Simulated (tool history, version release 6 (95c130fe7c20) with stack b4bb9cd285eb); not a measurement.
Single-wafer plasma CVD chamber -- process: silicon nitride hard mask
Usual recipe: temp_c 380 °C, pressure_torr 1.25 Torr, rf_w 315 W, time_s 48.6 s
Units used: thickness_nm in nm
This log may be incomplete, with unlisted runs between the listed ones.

| run | hour | temp_c | pressure_torr | rf_w | time_s | wafers since the last listed run | hours since the last thermocouple change | hours since the last RF generator calibration | hours since the last manometer calibration | hours since the showerhead was replaced | hours since the gauge calibration | read-back reference wafer on the same gauge, thickness_nm | thickness_nm |
|---|---|---|---|---|---|---|---|---|---|---|---|---|---|
| 1 | 0 | 380 | 1.25 | 315 | 53.9 | 0 | 1541.8 | 1025.2 | 1136.6 | 2164.5 | 3515.7 | 59.807 | 59.913 |
| 2 | 46.5 | 380 | 1.25 | 315 | 48.6 | 653 | 1588.3 | 1071.7 | 1183.1 | 2211 | 3562.2 | 59.64 | 53.37 |
|  | 97.8 | gauge calibrated |
| 3 | 98.4 | 380 | 1.25 | 315 | 48.6 | 729 | 1640.2 | 1123.6 | 1235 | 2262.9 | 0.6 | 59.625 | 53.771 |
| 4 | 190.5 | 380 | 1.25 | 315 | 48.6 | 1293 | 1732.3 | 1215.7 | 1327.1 | 2355 | 92.7 | 59.73 | 53.642 |
|  | 206.7 | thermocouple changed; heater temperature recalibrated |
| 5 | 247 | 380 | 1.25 | 315 | 48.6 | 681 | 40.3 | 1272.2 | 1383.6 | 2411.5 | 149.2 | 59.637 | 53.537 |
| 6 | 348.4 | 380 | 1.25 | 265 | 48.6 | 1424 | 141.7 | 1373.6 | 1485 | 2512.9 | 250.6 | 59.77 | 45.461 |
| 7 | 423 | 380 | 1.25 | 315 | 48.6 | 1047 | 216.3 | 1448.2 | 1559.6 | 2587.5 | 325.2 | 59.796 | 53.633 |
|  | 463 | capacitance manometer re-zeroed and calibrated |
| 8 | 530.2 | 380 | 1.25 | 315 | 48.6 | 1393 | 323.5 | 1555.4 | 67.2 | 2694.7 | 432.4 | 59.657 | 53.633 |
| 9 | 635.7 | 380 | 1.25 | 295 | 48.6 | 1482 | 429 | 1660.9 | 172.7 | 2800.2 | 537.9 | 59.617 | 50.387 |
| 10 | 678.6 | 380 | 1.25 | 350 | 48.6 | 602 | 471.9 | 1703.8 | 215.6 | 2843.1 | 580.8 | 59.67 | 58.387 |
|  | 717.7 | RF generator calibrated |
| 11 | 736 | 390 | 0.99 | 315 | 48.6 | 693 | 529.3 | 18.3 | 273 | 2900.5 | 638.2 | 59.641 | 50.26 |
| 12 | 839.7 | 380 | 1.45 | 355 | 48.6 | 1456 | 633 | 122 | 376.7 | 3004.2 | 741.9 | 59.506 | 61.91 |
| 13 | 879.6 | 369 | 1.05 | 260 | 41.7 | 560 | 672.9 | 161.9 | 416.6 | 3044.1 | 781.8 | 59.669 | 36.667 |
| 14 | 957.3 | 380 | 1.25 | 300 | 39.2 | 1091 | 750.6 | 239.6 | 494.3 | 3121.8 | 859.5 | 59.623 | 41.271 |
| 15 | 1049 | 380 | 0.99 | 315 | 48.6 | 1288 | 842.3 | 331.3 | 586 | 3213.5 | 951.2 | 59.823 | 50.201 |
| 16 | 1119.9 | 387 | 1.25 | 315 | 48.6 | 995 | 913.2 | 402.2 | 656.9 | 3284.4 | 1022.1 | 59.894 | 53.446 |
| 17 | 1188.5 | 380 | 1.25 | 315 | 44.4 | 963 | 981.8 | 470.8 | 725.5 | 3353 | 1090.7 | 59.668 | 49.257 |
| 18 | 1235.4 | 380 | 1.25 | 315 | 48.6 | 658 | 1028.7 | 517.7 | 772.4 | 3399.9 | 1137.6 | 59.726 | 53.16 |
|  | 1424.7 | showerhead replaced |
| 19 | 1501.6 | 380 | 1.25 | 315 | 54 | 3627 | 1294.9 | 783.9 | 1038.6 | 76.9 | 1403.8 | 59.882 | 59.351 |

For run 20, what comes out?
| 20 | 1585.4 | 380 | 1.37 | 315 | 48.6 | 1177 | 1378.7 | 867.7 | 1122.4 | 160.7 | 1487.6 | ? | ? |

read-back reference wafer on the same gauge, thickness_nm: 59.669
thickness_nm: 55.116 nm
With the hidden condition absent and the run-to-run variation left alone, this run would have shown thickness_nm 55.116 nm.

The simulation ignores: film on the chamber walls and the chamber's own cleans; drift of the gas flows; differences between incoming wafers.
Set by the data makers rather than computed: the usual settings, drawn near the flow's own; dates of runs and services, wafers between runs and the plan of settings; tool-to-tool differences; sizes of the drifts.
